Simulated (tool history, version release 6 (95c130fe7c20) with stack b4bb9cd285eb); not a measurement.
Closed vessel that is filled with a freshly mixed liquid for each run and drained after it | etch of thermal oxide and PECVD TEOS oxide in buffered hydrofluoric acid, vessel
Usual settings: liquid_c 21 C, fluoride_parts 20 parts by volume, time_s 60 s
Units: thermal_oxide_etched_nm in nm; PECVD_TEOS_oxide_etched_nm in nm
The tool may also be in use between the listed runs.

run,hour,liquid_c,fluoride_parts,time_s,"read-back film thickness of the thermal oxide reference wafer, read on the same gauge (nm)","read-back film thickness of the PECVD TEOS oxide reference wafer, read on the same gauge (nm)",thermal_oxide_etched_nm,PECVD_TEOS_oxide_etched_nm
1,0,23.5,20,60,70,50.01,33.96,55.03
2,65.9,23.5,20,60,69.97,50.02,34.12,54.79
3,127.6,21,20,60,70.01,50,29.28,47.2
4,187.9,21,25.5,60,70.04,49.99,24.1,39.38
5,244.8,21,20,60,69.99,49.98,29.32,47.54
6,296.9,21,20,60,70.01,50.01,29.13,47.43
7,322.3,21,20,60,69.99,49.99,29.45,47.36
8,359.4,21,18.5,60,69.99,50.02,31.31,51.05
9,425.3,19.5,20,60,70,50,26.63,43.76
# hour 518.3: gauge calibrated
10,520.6,19.5,20,60,70.01,49.99,26.76,43.47
11,562,19.5,20,60,70,49.98,27.04,43.07
12,592.7,21,20,45,69.99,50.01,21.9,36.23
13,638,26,16,45,70,50.02,35.63,58.5
14,685.1,23.5,20,60,70.01,50,33.57,54.99
15,717.6,24.5,22,70,70.02,50,37.61,61.09
16,744.5,21,15.5,60,69.97,50.01,37.86,61.72
17,777.5,21,20,75,69.99,50,36.21,58.07
# hour 787.4: hydrofluoric acid flow meter replaced
18,832.9,18.5,20,60,70,49.99,22.71,36.98
19,887.3,17.5,14,90,69.97,49.99,46.19,76.08
20,930.3,21,22.5,60,69.99,50.01,24.55,39.27
# hour 948.6: thermometer replaced
21,992.9,21,20,60,69.99,50,29.65,48.33
22,1022.3,21,27.5,80,70,50,31.41,51.87
23,1087.3,21,20,60,70.03,50.01,29.99,48.54
24,1158.5,21,20,85,70.02,49.99,42.03,68.79
25,1221.3,21,20,60,69.99,50,30.05,48.64
26,1267.8,17,15.5,30,69.98,50,15.06,24.61

Some steps in thermal_oxide_etched_nm between neighbouring runs. How much of each would the tool show without its hidden state too (settings, what came in, random variation), and how much is left for the hidden state, with any gauge scatter that isn't in both results?
The hidden state here: liquid colder than its thermometer reads (K); hydrofluoric acid flow above the setpoint (%); gauge reads high (%).
Run 18 -> 19: liquid_c 18.5 -> 17.5, fluoride_parts 20 -> 14, time_s 60 -> 90. thermal_oxide_etched_nm +23.48 nm: hidden state -2.71, all else +26.19.
Run 19 -> 20: liquid_c 17.5 -> 21, fluoride_parts 14 -> 22.5, time_s 90 -> 60. thermal_oxide_etched_nm -21.64 nm: hidden state +2.43, all else -24.07.
Run 20 -> 21: fluoride_parts 22.5 -> 20, thermometer replaced. thermal_oxide_etched_nm +5.1 nm: hidden state +3.12, all else +1.98.

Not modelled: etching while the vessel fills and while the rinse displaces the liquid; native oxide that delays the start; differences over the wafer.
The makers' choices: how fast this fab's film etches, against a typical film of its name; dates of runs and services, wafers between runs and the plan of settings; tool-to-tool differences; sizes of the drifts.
